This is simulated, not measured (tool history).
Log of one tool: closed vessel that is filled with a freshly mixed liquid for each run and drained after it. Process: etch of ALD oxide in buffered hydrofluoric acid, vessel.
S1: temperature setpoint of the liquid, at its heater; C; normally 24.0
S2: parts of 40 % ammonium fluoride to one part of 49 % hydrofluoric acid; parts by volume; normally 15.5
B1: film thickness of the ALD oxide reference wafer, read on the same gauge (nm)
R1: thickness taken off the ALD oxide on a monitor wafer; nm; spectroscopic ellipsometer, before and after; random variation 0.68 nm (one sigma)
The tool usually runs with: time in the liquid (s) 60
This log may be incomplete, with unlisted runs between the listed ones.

run 1 hour=0.0 | S1=24.0 S2=14.0 time_in_the_liquid_(s)=75 | B1=50.01 | R1=131.23
run 2 hour=33.1 | S1=24.0 S2=15.5 time_in_the_liquid_(s)=60 | B1=50.00 | R1=95.55
run 3 hour=56.2 | S1=24.0 S2=15.5 time_in_the_liquid_(s)=60 | B1=49.98 | R1=94.92
run 4 hour=88.7 | S1=24.0 S2=15.5 time_in_the_liquid_(s)=60 | B1=50.03 | R1=97.01
run 5 hour=108.6 | S1=24.0 S2=19.0 time_in_the_liquid_(s)=60 | B1=50.02 | R1=79.33
run 6 hour=134.6 | S1=24.0 S2=15.5 time_in_the_liquid_(s)=80 | B1=50.04 | R1=129.58
run 7 hour=153.4 | S1=24.0 S2=15.5 time_in_the_liquid_(s)=60 | B1=49.99 | R1=96.11
run 8 hour=180.9 | S1=24.0 S2=15.5 time_in_the_liquid_(s)=60 | B1=49.98 | R1=96.65
run 9 hour=205.7 | S1=24.0 S2=15.5 time_in_the_liquid_(s)=60 | B1=50.01 | R1=98.18
run 10 hour=279.8 | S1=24.0 S2=15.5 time_in_the_liquid_(s)=60 | B1=49.99 | R1=97.60
-- hour=307.6 gauge calibrated
run 11 hour=311.8 | S1=24.0 S2=15.5 time_in_the_liquid_(s)=60 | B1=50.03 | R1=100.18
-- hour=324.8 hydrofluoric acid flow meter replaced
run 12 hour=340.1 | S1=24.0 S2=15.5 time_in_the_liquid_(s)=60 | B1=49.93 | R1=92.60
run 13 hour=372.3 | S1=24.0 S2=15.5 time_in_the_liquid_(s)=60 | B1=50.05 | R1=91.21
run 14 hour=406.4 | S1=24.0 S2=15.5 time_in_the_liquid_(s)=60 | B1=49.98 | R1=91.13
run 15 hour=462.9 | S1=24.0 S2=15.5 time_in_the_liquid_(s)=60 | B1=50.02 | R1=93.73
run 16 hour=490.1 | S1=24.0 S2=15.5 time_in_the_liquid_(s)=60 | B1=50.00 | R1=93.15
run 17 hour=517.3 | S1=24.0 S2=19.5 time_in_the_liquid_(s)=60 | B1=49.97 | R1=75.38
run 18 hour=536.4 | S1=25.5 S2=18.0 time_in_the_liquid_(s)=90 | B1=49.99 | R1=132.97
-- hour=560.8 thermometer replaced
run 19 hour=572.4 | S1=24.0 S2=19.5 time_in_the_liquid_(s)=60 | B1=49.99 | R1=75.64
run 20 hour=589.2 | S1=24.0 S2=15.5 time_in_the_liquid_(s)=60 | B1=50.03 | R1=94.88
run 21 hour=610.7 | S1=20.5 S2=21.0 time_in_the_liquid_(s)=85 | B1=49.99 | R1=82.94
run 22 hour=632.4 | S1=21.0 S2=15.5 time_in_the_liquid_(s)=60 | B1=49.98 | R1=80.87
run 23 hour=665.0 | S1=21.0 S2=12.0 time_in_the_liquid_(s)=75 | B1=49.95 | R1=129.66
run 24 hour=700.5 | S1=27.0 S2=15.5 time_in_the_liquid_(s)=60 | B1=49.98 | R1=113.28
run 25 hour=727.2 | S1=24.0 S2=15.5 time_in_the_liquid_(s)=60 | B1=49.98 | R1=96.61
run 26 hour=745.1 | S1=21.5 S2=19.5 time_in_the_liquid_(s)=85 | B1=50.01 | R1=94.62
run 27 hour=768.1 | S1=22.5 S2=13.5 time_in_the_liquid_(s)=30 | B1=50.01 | R1=50.91
run 28 hour=782.5 | S1=21.5 S2=10.0 time_in_the_liquid_(s)=40 | B1=50.03 | R1=85.16
run 29 hour=815.0 | S1=27.5 S2=10.0 time_in_the_liquid_(s)=60 | B1=50.00 | R1=176.98
run 30 hour=828.6 | S1=22.0 S2=10.0 time_in_the_liquid_(s)=80 | B1=50.04 | R1=173.94
run 31 hour=858.2 | S1=26.5 S2=18.0 time_in_the_liquid_(s)=30 | B1=49.98 | R1=49.05
run 32 hour=893.0 | S1=25.5 S2=15.5 time_in_the_liquid_(s)=30 | B1=50.05 | R1=54.37
run 33 hour=924.3 | S1=27.0 S2=10.0 time_in_the_liquid_(s)=75 | B1=50.02 | R1=218.21
run 34 hour=954.8 | S1=25.5 S2=13.0 time_in_the_liquid_(s)=50 | B1=49.98 | R1=108.51

Exercise: give the hidden state of the tool at every run:
liquid hotter than its thermometer reads (K): 0, the same for each run
gauge reads high (%): 0, the same for each run
H1: hydrofluoric acid flow above the setpoint (%)
run=1 H1=5.51
run=2 H1=6.03
run=3 H1=6.4
run=4 H1=6.92
run=5 H1=7.23
run=6 H1=7.65
run=7 H1=7.94
run=8 H1=8.38
run=9 H1=8.78
run=10 H1=9.95
run=11 H1=10.5
run=12 H1=1.7
run=13 H1=2.21
run=14 H1=2.75
run=15 H1=3.65
run=16 H1=4.08
run=17 H1=4.51
run=18 H1=4.82
run=19 H1=5.39
run=20 H1=5.65
run=21 H1=6
run=22 H1=6.34
run=23 H1=6.86
run=24 H1=7.42
run=25 H1=7.85
run=26 H1=8.13
run=27 H1=8.5
run=28 H1=8.73
run=29 H1=9.24
run=30 H1=9.46
run=31 H1=9.93
run=32 H1=10.5
run=33 H1=11
run=34 H1=11.5
